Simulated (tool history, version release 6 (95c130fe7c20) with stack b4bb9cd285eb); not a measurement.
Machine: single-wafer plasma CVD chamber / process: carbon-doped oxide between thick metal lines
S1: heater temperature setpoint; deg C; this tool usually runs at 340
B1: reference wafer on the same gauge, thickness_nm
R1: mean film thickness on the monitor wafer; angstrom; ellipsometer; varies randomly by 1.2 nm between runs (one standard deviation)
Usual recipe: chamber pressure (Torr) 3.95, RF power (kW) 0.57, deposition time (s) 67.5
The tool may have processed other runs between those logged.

Run 1, hour 0: usual settings; B1 397.667. Result: R1 3506.15 angstrom.
Run 2, hour 25.1: usual settings but S1 329 deg C; B1 397.829. Result: R1 3626.55 angstrom.
Run 3, hour 73.5: usual settings but S1 329 deg C; B1 397.646. Result: R1 3614.95 angstrom.
Run 4, hour 120.5: usual settings but S1 329 deg C; B1 398.191. Result: R1 3626.87 angstrom.
Run 5, hour 158.6: usual settings but S1 329 deg C, RF power (kW) 0.545; B1 398.273. Result: R1 3489.3 angstrom.
Run 6, hour 183.1: usual settings but S1 329 deg C, RF power (kW) 0.545; B1 398.507. Result: R1 3484.45 angstrom.
Run 7, hour 218.4: usual settings but S1 351 deg C; B1 398.439. Result: R1 3370.56 angstrom.
Run 8, hour 262.2: usual settings but S1 351 deg C; B1 397.808. Result: R1 3364.25 angstrom.
Run 9, hour 333.8: usual settings; B1 398.282. Result: R1 3467.94 angstrom.
Run 10, hour 368.7: usual settings; B1 398.199. Result: R1 3462.63 angstrom.
Run 11, hour 409.6: usual settings; B1 397.755. Result: R1 3477.7 angstrom.
At hour 443.2: RF generator calibrated.
Run 12, hour 443.7: usual settings; B1 397.825. Result: R1 3625.32 angstrom.
Run 13, hour 479.3: usual settings but deposition time (s) 58.2; B1 397.929. Result: R1 3155.04 angstrom.
Run 14, hour 549.2: usual settings; B1 398.097. Result: R1 3633.11 angstrom.
At hour 573.6: gauge calibrated.
Run 15, hour 603.2: usual settings but chamber pressure (Torr) 4.54; B1 398.622. Result: R1 3663.6 angstrom.
Run 16, hour 628.9: usual settings; B1 398.52. Result: R1 3625.68 angstrom.
Run 17, hour 661.9: usual settings but S1 351 deg C, RF power (kW) 0.49; B1 398.343. Result: R1 3128.05 angstrom.
Run 18, hour 712.7: usual settings; B1 397.931. Result: R1 3611.79 angstrom.
At hour 783.7: capacitance manometer re-zeroed and calibrated.
Run 19, hour 784: usual settings; B1 397.573. Result: R1 3598.24 angstrom.
At hour 798.9: showerhead replaced.
Run 20, hour 818.8: usual settings but chamber pressure (Torr) 4.53; B1 398.06. Result: R1 3668.49 angstrom.
Run 21, hour 860.2: usual settings; B1 398.482. Result: R1 3612.67 angstrom.
At hour 869.9: thermocouple changed; heater temperature recalibrated.
Run 22, hour 900.7: usual settings but S1 354 deg C, chamber pressure (Torr) 4.43, RF power (kW) 0.63, deposition time (s) 76.9; B1 397.714. Result: R1 4228.08 angstrom.
Run 23, hour 970.8: usual settings but S1 353 deg C, RF power (kW) 0.66; B1 397.377. Result: R1 3784.15 angstrom.
Run 24, hour 1009.8: usual settings but deposition time (s) 54.9; B1 397.458. Result: R1 2877.55 angstrom.
Run 25, hour 1047.5: usual settings but RF power (kW) 0.49; B1 398.309. Result: R1 3144.22 angstrom.
Run 26, hour 1106.6: usual settings but S1 333 deg C, chamber pressure (Torr) 4.86, RF power (kW) 0.665, deposition time (s) 74.9; B1 397.909. Result: R1 4567.57 angstrom.
Run 27, hour 1137.1: usual settings but S1 346 deg C; B1 398.009. Result: R1 3454.49 angstrom.

Alternative continuations, all from the tool just after run 27; predict every row:
Run A, hour 1137.5: usual settings but deposition time (s) 59.6; B1 ?. Result: R1 ?.
Run B, hour 1137.5: usual settings but S1 352 deg C, RF power (kW) 0.54, deposition time (s) 78.7; B1 ?. Result: R1 ?.
Run C, hour 1137.5: usual settings but S1 350 deg C, chamber pressure (Torr) 4.55, RF power (kW) 0.495, deposition time (s) 76.8; B1 ?. Result: R1 ?.
Run D, hour 1137.5: usual settings but S1 345 deg C; B1 ?. Result: R1 ?.

run       B1       R1
  A  398.328  3118.81
  B  398.328  3815.13
  C  398.328  3559.24
  D  398.328  3477.04
The same runs, with their run-to-run variation unchanged, on a tool lacking any hidden condition would have given:
run       R1
  A  3207.92
  B  3928.21
  C  3667.15
  D  3577.03

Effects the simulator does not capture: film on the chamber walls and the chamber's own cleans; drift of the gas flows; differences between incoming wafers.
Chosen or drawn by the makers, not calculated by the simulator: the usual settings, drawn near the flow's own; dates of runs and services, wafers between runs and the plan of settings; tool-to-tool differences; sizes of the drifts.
